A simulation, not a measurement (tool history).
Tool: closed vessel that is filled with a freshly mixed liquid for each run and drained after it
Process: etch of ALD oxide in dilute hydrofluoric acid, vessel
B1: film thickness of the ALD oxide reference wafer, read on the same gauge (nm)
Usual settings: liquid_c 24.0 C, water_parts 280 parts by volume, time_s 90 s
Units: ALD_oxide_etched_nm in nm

run 1 hour=0.0 | liquid_c=27.5 water_parts=280 time_s=90 | B1=59.992 | ALD_oxide_etched_nm=4.863
run 2 hour=98.5 | liquid_c=27.5 water_parts=280 time_s=90 | B1=60.003 | ALD_oxide_etched_nm=4.840
run 3 hour=137.0 | liquid_c=27.5 water_parts=280 time_s=90 | B1=59.993 | ALD_oxide_etched_nm=4.839
run 4 hour=209.2 | liquid_c=24.0 water_parts=280 time_s=90 | B1=59.995 | ALD_oxide_etched_nm=4.312
run 5 hour=313.3 | liquid_c=24.0 water_parts=280 time_s=90 | B1=59.980 | ALD_oxide_etched_nm=4.318
run 6 hour=403.4 | liquid_c=24.0 water_parts=280 time_s=90 | B1=59.994 | ALD_oxide_etched_nm=4.251
run 7 hour=478.5 | liquid_c=24.0 water_parts=240 time_s=60 | B1=60.010 | ALD_oxide_etched_nm=3.449
run 8 hour=523.3 | liquid_c=24.0 water_parts=240 time_s=60 | B1=60.018 | ALD_oxide_etched_nm=3.462
-- hour=598.5 hydrofluoric acid flow meter replaced
-- hour=603.9 gauge calibrated
run 9 hour=631.1 | liquid_c=25.5 water_parts=280 time_s=90 | B1=59.995 | ALD_oxide_etched_nm=4.969
run 10 hour=711.0 | liquid_c=28.5 water_parts=385 time_s=50 | B1=59.993 | ALD_oxide_etched_nm=1.987
run 11 hour=771.4 | liquid_c=24.0 water_parts=325 time_s=90 | B1=59.968 | ALD_oxide_etched_nm=3.891
run 12 hour=876.3 | liquid_c=26.0 water_parts=280 time_s=110 | B1=60.005 | ALD_oxide_etched_nm=6.207
run 13 hour=921.3 | liquid_c=24.0 water_parts=280 time_s=90 | B1=60.008 | ALD_oxide_etched_nm=4.639
-- hour=978.3 thermometer replaced
run 14 hour=1022.3 | liquid_c=24.0 water_parts=280 time_s=90 | B1=59.994 | ALD_oxide_etched_nm=4.467
run 15 hour=1111.5 | liquid_c=24.0 water_parts=150 time_s=50 | B1=60.002 | ALD_oxide_etched_nm=5.319
run 16 hour=1164.8 | liquid_c=21.0 water_parts=325 time_s=90 | B1=60.004 | ALD_oxide_etched_nm=3.340
run 17 hour=1205.7 | liquid_c=21.0 water_parts=385 time_s=115 | B1=60.010 | ALD_oxide_etched_nm=3.388
-- hour=1268.9 gauge calibrated
run 18 hour=1293.4 | liquid_c=20.5 water_parts=220 time_s=130 | B1=60.004 | ALD_oxide_etched_nm=7.691

Forecast each of these 4 alternatives for the next run:
run A hour=1294.1 | liquid_c=24.0 water_parts=280 time_s=90 | B1=? | ALD_oxide_etched_nm=?
run B hour=1294.1 | liquid_c=27.5 water_parts=230 time_s=40 | B1=? | ALD_oxide_etched_nm=?
run C hour=1294.1 | liquid_c=24.0 water_parts=280 time_s=125 | B1=? | ALD_oxide_etched_nm=?
run D hour=1294.1 | liquid_c=24.0 water_parts=400 time_s=90 | B1=? | ALD_oxide_etched_nm=?

run=A B1=60.009 ALD_oxide_etched_nm=4.420
run=B B1=60.009 ALD_oxide_etched_nm=2.851
run=C B1=60.009 ALD_oxide_etched_nm=6.139
run=D B1=60.009 ALD_oxide_etched_nm=2.755
Without the tool's hidden state the same runs would have given:
run=A ALD_oxide_etched_nm=4.582
run=B ALD_oxide_etched_nm=2.953
run=C ALD_oxide_etched_nm=6.364
run=D ALD_oxide_etched_nm=2.865

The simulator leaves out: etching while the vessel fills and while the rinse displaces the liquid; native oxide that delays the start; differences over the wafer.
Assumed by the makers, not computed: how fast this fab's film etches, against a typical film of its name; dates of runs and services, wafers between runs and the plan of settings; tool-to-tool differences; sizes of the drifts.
